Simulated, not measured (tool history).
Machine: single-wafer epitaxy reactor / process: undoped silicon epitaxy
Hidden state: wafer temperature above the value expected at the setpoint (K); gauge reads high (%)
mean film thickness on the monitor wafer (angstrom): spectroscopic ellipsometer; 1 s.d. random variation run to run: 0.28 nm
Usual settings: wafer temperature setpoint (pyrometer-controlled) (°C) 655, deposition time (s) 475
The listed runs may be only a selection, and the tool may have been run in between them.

run,hour,wafer temperature setpoint (pyrometer-controlled) (°C),deposition time (s),wafers since the last listed run,hours since the last pyrometer calibration,hours since the gauge calibration,"read-back reference wafer on the same gauge, thickness_nm",mean film thickness on the monitor wafer (angstrom)
1,0.0,655,408,0,1914.0,296.7,98.895,679.75
# hour 13.1: gauge calibrated
2,15.9,655,408,80,1929.9,2.8,98.944,679.39
3,27.4,655,408,58,1941.4,14.3,98.897,681.19
4,42.8,655,475,78,1956.8,29.7,98.915,792.23
5,55.7,655,475,65,1969.7,42.6,98.888,787.18
6,65.6,655,475,50,1979.6,52.5,98.874,791.94
7,79.4,655,475,70,1993.4,66.3,98.924,787.51
8,91.8,655,475,63,2005.8,78.7,98.894,794.33
9,109.4,655,475,89,2023.4,96.3,98.862,796.44
10,126.3,655,475,86,2040.3,113.2,98.847,790.98
11,133.8,655,475,38,2047.8,120.7,98.797,792.99
12,143.4,655,475,48,2057.4,130.3,98.878,794.55
13,157.7,655,475,72,2071.7,144.6,98.870,787.44
14,175.0,655,475,88,2089.0,161.9,98.859,788.44
15,189.8,655,475,75,2103.8,176.7,98.933,792.54
16,206.0,655,475,82,2120.0,192.9,99.015,791.70
17,218.9,662,408,65,2132.9,205.8,98.871,781.30
18,233.7,662,408,75,2147.7,220.6,98.917,786.46
19,241.7,662,408,40,2155.7,228.6,98.966,783.12
20,252.9,641,381,57,2166.9,239.8,98.854,469.69
21,259.9,655,412,35,2173.9,246.8,98.915,684.38
22,267.6,655,475,39,2181.6,254.5,98.924,790.18
23,281.0,655,475,68,2195.0,267.9,98.836,785.44
24,294.3,664,475,67,2208.3,281.2,98.912,943.87
25,307.7,670,390,68,2221.7,294.6,98.820,877.18
# hour 322.4: gauge calibrated
26,323.4,655,475,79,2237.4,1.0,98.862,786.34
27,339.6,667,407,82,2253.6,17.2,98.915,866.55
28,348.7,655,383,46,2262.7,26.3,98.900,635.63
29,365.6,655,475,86,2279.6,43.2,98.912,782.09
30,374.1,668,541,43,2288.1,51.7,98.813,1171.58
# hour 386.8: pyrometer calibrated
31,401.6,667,475,99,14.8,79.2,98.863,1121.05
32,418.9,668,541,88,32.1,96.5,98.909,1305.50
33,431.8,649,568,65,45.0,109.4,98.996,919.21
34,441.4,655,475,48,54.6,119.0,98.811,873.33
35,447.6,655,382,31,60.8,125.2,98.913,701.84
36,461.0,649,392,68,74.2,138.6,98.856,632.91
37,480.1,655,475,97,93.3,157.7,98.803,871.38
38,493.9,655,475,70,107.1,171.5,98.863,867.13

Alternative continuations, all from the tool just after run 38; predict every row:
A,494.4,655,475,2,107.6,172.0,?,?
B,494.4,659,444,2,107.6,172.0,?,?
C,494.4,660,475,2,107.6,172.0,?,?
D,494.4,655,533,2,107.6,172.0,?,?

run,"read-back reference wafer on the same gauge, thickness_nm",mean film thickness on the monitor wafer (angstrom)
A,98.910,869.94
B,98.910,883.05
C,98.910,964.28
D,98.910,976.16
Without the tool's hidden state the same runs would have given:
run,mean film thickness on the monitor wafer (angstrom)
A,881.36
B,894.55
C,976.81
D,988.97

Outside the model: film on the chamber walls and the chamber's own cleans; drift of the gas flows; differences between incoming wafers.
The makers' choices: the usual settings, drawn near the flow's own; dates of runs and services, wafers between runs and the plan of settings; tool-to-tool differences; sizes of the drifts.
